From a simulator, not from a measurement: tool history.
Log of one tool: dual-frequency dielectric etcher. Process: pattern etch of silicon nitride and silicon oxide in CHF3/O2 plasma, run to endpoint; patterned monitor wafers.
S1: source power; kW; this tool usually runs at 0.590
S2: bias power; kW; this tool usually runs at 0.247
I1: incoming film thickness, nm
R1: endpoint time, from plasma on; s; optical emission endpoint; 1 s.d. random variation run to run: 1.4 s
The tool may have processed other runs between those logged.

{"run": 1, "hour": 0.0, "S1": 0.59, "S2": 0.247, "I1": 269.5, "R1": 166.5}
{"run": 2, "hour": 92.8, "S1": 0.59, "S2": 0.247, "I1": 269.1, "R1": 164.6}
{"run": 3, "hour": 138.2, "S1": 0.59, "S2": 0.247, "I1": 271.4, "R1": 166.7}
{"hour": 251.7, "done": "wet clean of the chamber"}
{"run": 4, "hour": 252.2, "S1": 0.59, "S2": 0.247, "I1": 267.1, "R1": 172.1}
{"run": 5, "hour": 318.0, "S1": 0.59, "S2": 0.247, "I1": 270.5, "R1": 178.9}
{"run": 6, "hour": 364.2, "S1": 0.52, "S2": 0.247, "I1": 269.2, "R1": 184.8}
{"hour": 433.8, "done": "wet clean of the chamber, repeated, since the last time left the tool worse"}
{"run": 7, "hour": 442.1, "S1": 0.52, "S2": 0.247, "I1": 269.3, "R1": 174.3}
{"run": 8, "hour": 500.4, "S1": 0.52, "S2": 0.247, "I1": 269.7, "R1": 175.7}
{"run": 9, "hour": 568.0, "S1": 0.59, "S2": 0.247, "I1": 270.3, "R1": 166.7}
{"hour": 611.6, "done": "bias power generator calibrated"}
{"run": 10, "hour": 656.9, "S1": 0.59, "S2": 0.247, "I1": 268.6, "R1": 166.6}
{"run": 11, "hour": 723.6, "S1": 0.7, "S2": 0.201, "I1": 269.6, "R1": 167.4}
{"hour": 782.4, "done": "upper electrode replaced"}
{"run": 12, "hour": 782.9, "S1": 0.59, "S2": 0.189, "I1": 267.9, "R1": 182.5}
{"hour": 837.2, "done": "wet clean of the chamber"}
{"hour": 842.2, "done": "source power generator calibrated"}
{"run": 13, "hour": 871.4, "S1": 0.47, "S2": 0.205, "I1": 269.6, "R1": 198.7}
{"run": 14, "hour": 932.6, "S1": 0.67, "S2": 0.223, "I1": 268.8, "R1": 164.0}
{"run": 15, "hour": 1005.8, "S1": 0.53, "S2": 0.265, "I1": 269.4, "R1": 170.4}
{"run": 16, "hour": 1068.8, "S1": 0.74, "S2": 0.263, "I1": 268.1, "R1": 146.4}
{"run": 17, "hour": 1118.6, "S1": 0.59, "S2": 0.301, "I1": 269.2, "R1": 157.6}
{"run": 18, "hour": 1179.4, "S1": 0.45, "S2": 0.302, "I1": 267.4, "R1": 177.1}
{"run": 19, "hour": 1216.0, "S1": 0.59, "S2": 0.247, "I1": 269.4, "R1": 171.4}
{"hour": 1241.5, "done": "wet clean of the chamber"}
{"run": 20, "hour": 1255.5, "S1": 0.59, "S2": 0.247, "I1": 270.2, "R1": 165.4}
{"run": 21, "hour": 1337.2, "S1": 0.59, "S2": 0.247, "I1": 268.9, "R1": 165.4}

Predict each of these 3 candidate next runs independently; none follows another, all start after run 21:
{"run": "A", "hour": 1337.7, "S1": 0.59, "S2": 0.247, "I1": 269.0, "R1": "?"}
{"run": "B", "hour": 1337.7, "S1": 0.65, "S2": 0.247, "I1": 269.0, "R1": "?"}
{"run": "C", "hour": 1337.7, "S1": 0.45, "S2": 0.288, "I1": 269.0, "R1": "?"}

run=A R1=165.3
run=B R1=158.0
run=C R1=177.9
With the hidden condition removed and each run's random variation left untouched, the same runs would have given:
run=A R1=164.6
run=B R1=157.3
run=C R1=177.1

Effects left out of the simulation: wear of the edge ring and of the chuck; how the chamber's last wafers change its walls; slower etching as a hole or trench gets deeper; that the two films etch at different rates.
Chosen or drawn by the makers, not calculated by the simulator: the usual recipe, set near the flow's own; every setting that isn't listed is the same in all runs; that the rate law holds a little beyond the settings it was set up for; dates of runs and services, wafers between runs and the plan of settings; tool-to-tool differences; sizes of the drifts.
